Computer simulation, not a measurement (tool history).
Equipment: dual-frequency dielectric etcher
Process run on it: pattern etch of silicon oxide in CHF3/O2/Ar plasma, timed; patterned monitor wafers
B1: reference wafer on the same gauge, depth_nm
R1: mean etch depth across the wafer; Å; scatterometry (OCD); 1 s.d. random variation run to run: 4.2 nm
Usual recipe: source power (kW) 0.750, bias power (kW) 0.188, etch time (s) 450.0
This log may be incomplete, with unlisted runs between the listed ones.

Run 1, day 0.000: usual settings; B1 996.2. Result: R1 8292 Å.
Run 2, day 2.175: usual settings; B1 998.2. Result: R1 8402 Å.
Run 3, day 4.921: usual settings; B1 995.7. Result: R1 8355 Å.
Run 4, day 9.054: usual settings; B1 996.9. Result: R1 8448 Å.
Run 5, day 13.358: usual settings; B1 995.4. Result: R1 8482 Å.
Run 6, day 15.075: usual settings; B1 997.6. Result: R1 8428 Å.
Run 7, day 18.746: usual settings; B1 996.2. Result: R1 8530 Å.
At day 23.588: wet clean of the chamber.
Run 8, day 30.692: usual settings but source power (kW) 0.820, etch time (s) 560.5; B1 998.4. Result: R1 10878 Å.
Run 9, day 33.171: usual settings but bias power (kW) 0.166, etch time (s) 370.0; B1 995.2. Result: R1 6751 Å.
At day 33.875: bias power generator calibrated.
Run 10, day 36.271: usual settings but source power (kW) 0.690, etch time (s) 578.5; B1 995.9. Result: R1 10553 Å.
Run 11, day 39.612: usual settings but source power (kW) 0.860; B1 994.1. Result: R1 9023 Å.
Run 12, day 43.312: usual settings but source power (kW) 0.930, bias power (kW) 0.173, etch time (s) 401.5; B1 996.6. Result: R1 8144 Å.
Run 13, day 45.696: usual settings; B1 996.2. Result: R1 8593 Å.
At day 48.396: gauge calibrated.
Run 14, day 49.033: usual settings but bias power (kW) 0.229, etch time (s) 358.5; B1 996.4. Result: R1 7294 Å.
At day 51.521: wet clean of the chamber.
Run 15, day 52.750: usual settings but bias power (kW) 0.200, etch time (s) 500.0; B1 996.5. Result: R1 9383 Å.
Run 16, day 55.429: usual settings; B1 997.6. Result: R1 8305 Å.
Run 17, day 58.721: usual settings but source power (kW) 0.830, bias power (kW) 0.235, etch time (s) 581.5; B1 995.2. Result: R1 12042 Å.
At day 60.021: upper electrode replaced.
Run 18, day 63.100: usual settings but etch time (s) 537.0; B1 995.2. Result: R1 10112 Å.
Run 19, day 65.379: usual settings; B1 995.7. Result: R1 8436 Å.
Run 20, day 67.867: usual settings; B1 994.3. Result: R1 8449 Å.
Run 21, day 71.642: usual settings but source power (kW) 0.800, bias power (kW) 0.211, etch time (s) 397.0; B1 996.4. Result: R1 7990 Å.
Run 22, day 73.162: usual settings but source power (kW) 0.860; B1 997.9. Result: R1 8993 Å.
Run 23, day 76.021: usual settings; B1 995.2. Result: R1 8503 Å.
Run 24, day 79.079: usual settings but source power (kW) 0.570, bias power (kW) 0.204, etch time (s) 512.5; B1 995.0. Result: R1 8964 Å.
Run 25, day 81.308: usual settings; B1 994.1. Result: R1 8613 Å.
At day 84.046: wet clean of the chamber.
Run 26, day 85.621: usual settings but source power (kW) 0.860, bias power (kW) 0.174, etch time (s) 583.5; B1 995.9. Result: R1 11023 Å.
Run 27, day 88.454: usual settings; B1 996.9. Result: R1 8265 Å.
At day 89.958: bias power generator calibrated.
Run 28, day 91.967: usual settings but source power (kW) 0.890, bias power (kW) 0.215, etch time (s) 548.5; B1 994.0. Result: R1 11347 Å.
Run 29, day 95.779: usual settings but etch time (s) 335.0; B1 997.7. Result: R1 6211 Å.

Below, some changes in R1 between adjacent runs. For each, the amount present without the hidden state too (settings, incoming material, random variation) and the amount remaining for the hidden state with gauge scatter not shared by both compared results:
The tool's hidden condition here consists of: etch rate over this chamber's usual, %; source power that arrives over what is set, %; bias power that arrives over what is set, %; gauge reads high (%).
Run 8 -> 9: source power (kW) 0.820 -> 0.750, bias power (kW) 0.188 -> 0.166, etch time (s) 560.5 -> 370.0. R1 -4127 Å: hidden state -39, all else -4088.
Run 14 -> 15: bias power (kW) 0.229 -> 0.200, etch time (s) 358.5 -> 500.0, wet clean of the chamber. R1 +2089 Å: hidden state -292, all else +2381.
Run 25 -> 26: source power (kW) 0.750 -> 0.860, bias power (kW) 0.188 -> 0.174, etch time (s) 450.0 -> 583.5, wet clean of the chamber. R1 +2410 Å: hidden state -344, all else +2754.
Run 28 -> 29: source power (kW) 0.890 -> 0.750, bias power (kW) 0.215 -> 0.188, etch time (s) 548.5 -> 335.0. R1 -5136 Å: hidden state +8, all else -5144.
